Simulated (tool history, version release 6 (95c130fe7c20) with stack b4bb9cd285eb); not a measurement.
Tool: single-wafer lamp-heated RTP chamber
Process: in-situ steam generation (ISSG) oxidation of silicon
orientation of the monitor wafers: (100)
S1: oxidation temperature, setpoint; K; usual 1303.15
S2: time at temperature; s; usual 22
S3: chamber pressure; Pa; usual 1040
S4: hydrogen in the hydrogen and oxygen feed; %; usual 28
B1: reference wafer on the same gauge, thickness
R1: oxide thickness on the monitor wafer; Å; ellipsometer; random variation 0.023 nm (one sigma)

run 1 hour=0.0 | S1=1289.15 S2=22 S3=1040 S4=28 | B1=6.431 | R1=62.67
run 2 hour=8.9 | S1=1289.15 S2=22 S3=1040 S4=28 | B1=6.423 | R1=62.94
run 3 hour=21.2 | S1=1303.15 S2=22 S3=1120 S4=21 | B1=6.431 | R1=62.91
run 4 hour=37.5 | S1=1303.15 S2=22 S3=1120 S4=21 | B1=6.429 | R1=62.88
run 5 hour=48.8 | S1=1303.15 S2=22 S3=1120 S4=21 | B1=6.429 | R1=62.85
run 6 hour=54.9 | S1=1303.15 S2=22 S3=1040 S4=30 | B1=6.429 | R1=68.93
run 7 hour=65.9 | S1=1303.15 S2=22 S3=1040 S4=30 | B1=6.432 | R1=68.83
run 8 hour=73.4 | S1=1314.15 S2=22 S3=1040 S4=32 | B1=6.428 | R1=73.94
run 9 hour=90.6 | S1=1314.15 S2=22 S3=1040 S4=32 | B1=6.428 | R1=74.61
run 10 hour=102.2 | S1=1314.15 S2=22 S3=1040 S4=32 | B1=6.428 | R1=74.26
run 11 hour=109.3 | S1=1303.15 S2=22 S3=1040 S4=28 | B1=6.426 | R1=68.30
run 12 hour=117.6 | S1=1303.15 S2=22 S3=1040 S4=28 | B1=6.433 | R1=67.47
run 13 hour=130.0 | S1=1303.15 S2=22 S3=1040 S4=28 | B1=6.430 | R1=68.18
run 14 hour=146.0 | S1=1303.15 S2=22 S3=1040 S4=28 | B1=6.429 | R1=68.16
-- hour=159.6 gauge calibrated
-- hour=165.6 hydrogen flow controller replaced
run 15 hour=189.5 | S1=1303.15 S2=22 S3=1040 S4=28 | B1=6.432 | R1=68.58
run 16 hour=206.9 | S1=1303.15 S2=22 S3=960 S4=32 | B1=6.432 | R1=71.02
run 17 hour=222.1 | S1=1303.15 S2=22 S3=933 S4=28 | B1=6.431 | R1=68.55
-- hour=237.5 pressure gauge zeroed
run 18 hour=238.0 | S1=1311.15 S2=22 S3=1040 S4=32 | B1=6.432 | R1=74.10
run 19 hour=246.2 | S1=1303.15 S2=22 S3=1040 S4=28 | B1=6.428 | R1=68.64
run 20 hour=253.3 | S1=1303.15 S2=16 S3=920 S4=25 | B1=6.424 | R1=56.78
-- hour=263.3 pyrometer window cleaned and pyrometer calibrated
run 21 hour=268.7 | S1=1303.15 S2=13 S3=960 S4=23 | B1=6.428 | R1=48.59
run 22 hour=277.2 | S1=1315.15 S2=14 S3=1040 S4=28 | B1=6.432 | R1=56.21

Forecast run 23:
run 23 hour=289.5 | S1=1303.15 S2=22 S3=1040 S4=28 | B1=? | R1=?

{"run 23": {"B1": 6.431, "R1": 65.85}}
Without the tool's hidden state the same run would have given R1 65.18 Å.
